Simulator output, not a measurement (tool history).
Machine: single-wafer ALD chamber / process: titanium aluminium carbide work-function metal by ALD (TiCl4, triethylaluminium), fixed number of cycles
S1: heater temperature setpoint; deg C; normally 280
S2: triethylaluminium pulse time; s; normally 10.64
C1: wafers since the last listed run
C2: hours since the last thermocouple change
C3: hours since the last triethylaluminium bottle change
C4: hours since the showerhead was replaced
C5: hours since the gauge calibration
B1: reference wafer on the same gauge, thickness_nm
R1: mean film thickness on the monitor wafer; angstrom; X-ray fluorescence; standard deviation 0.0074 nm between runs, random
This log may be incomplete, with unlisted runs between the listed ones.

run 1 hour=0 | S1=289 S2=10.64 | C1=0 C2=1344.5 C3=267 C4=6614.2 C5=634.8 | B1=1.39 | R1=17.17
run 2 hour=79.1 | S1=284 S2=10.64 | C1=715 C2=1423.6 C3=346.1 C4=6693.3 C5=713.9 | B1=1.39 | R1=16.82
run 3 hour=130.8 | S1=284 S2=10.64 | C1=467 C2=1475.3 C3=397.8 C4=6745 C5=765.6 | B1=1.389 | R1=16.84
run 4 hour=198.2 | S1=280 S2=10.64 | C1=609 C2=1542.7 C3=465.2 C4=6812.4 C5=833 | B1=1.388 | R1=16.54
run 5 hour=240.3 | S1=280 S2=10.64 | C1=380 C2=1584.8 C3=507.3 C4=6854.5 C5=875.1 | B1=1.39 | R1=16.4
run 6 hour=306.1 | S1=280 S2=10.64 | C1=594 C2=1650.6 C3=573.1 C4=6920.3 C5=940.9 | B1=1.39 | R1=16.37
-- hour=347.9 showerhead replaced
run 7 hour=375.1 | S1=270 S2=12.57 | C1=551 C2=1719.6 C3=642.1 C4=27.2 C5=1009.9 | B1=1.389 | R1=16.2
run 8 hour=415.2 | S1=280 S2=8.91 | C1=362 C2=1759.7 C3=682.2 C4=67.3 C5=1050 | B1=1.389 | R1=15.51
-- hour=438.4 gauge calibrated
run 9 hour=483.3 | S1=270 S2=13.32 | C1=615 C2=1827.8 C3=750.3 C4=135.4 C5=44.9 | B1=1.391 | R1=16.23
-- hour=529.6 thermocouple changed; heater temperature recalibrated
run 10 hour=530.1 | S1=287 S2=10.64 | C1=350 C2=0.5 C3=797.1 C4=182.2 C5=91.7 | B1=1.391 | R1=16.54
run 11 hour=589.2 | S1=280 S2=10.64 | C1=534 C2=59.6 C3=856.2 C4=241.3 C5=150.8 | B1=1.39 | R1=16.2
-- hour=601 triethylaluminium bottle replaced
run 12 hour=676.8 | S1=284 S2=10.64 | C1=719 C2=147.2 C3=75.8 C4=328.9 C5=238.4 | B1=1.392 | R1=17.25
run 13 hour=723.3 | S1=293 S2=14.41 | C1=420 C2=193.7 C3=122.3 C4=375.4 C5=284.9 | B1=1.391 | R1=18.56
run 14 hour=781.8 | S1=280 S2=7.25 | C1=528 C2=252.2 C3=180.8 C4=433.9 C5=343.4 | B1=1.389 | R1=15.09
run 15 hour=888.4 | S1=269 S2=13.47 | C1=963 C2=358.8 C3=287.4 C4=540.5 C5=450 | B1=1.39 | R1=16.55
run 16 hour=931.2 | S1=293 S2=8.64 | C1=386 C2=401.6 C3=330.2 C4=583.3 C5=492.8 | B1=1.391 | R1=16.76

Consider 4 possible next runs. They are alternatives, not a sequence: every one starts from the tool as it was left by run 16. What does each give?
run A hour=931.6 | S1=292 S2=10.64 | C1=3 C2=402 C3=330.6 C4=583.7 C5=493.2 | B1=? | R1=?
run B hour=931.6 | S1=288 S2=6.93 | C1=3 C2=402 C3=330.6 C4=583.7 C5=493.2 | B1=? | R1=?
run C hour=931.6 | S1=274 S2=14.56 | C1=3 C2=402 C3=330.6 C4=583.7 C5=493.2 | B1=? | R1=?
run D hour=931.6 | S1=270 S2=11.98 | C1=3 C2=402 C3=330.6 C4=583.7 C5=493.2 | B1=? | R1=?

run=A B1=1.39 R1=17.54
run=B B1=1.39 R1=15.07
run=C B1=1.39 R1=16.95
run=D B1=1.39 R1=16.34
Take away the tool's hidden state, keep each run's random variation, and the runs would have read:
run=A R1=18.03
run=B R1=16.16
run=C R1=17.11
run=D R1=16.66
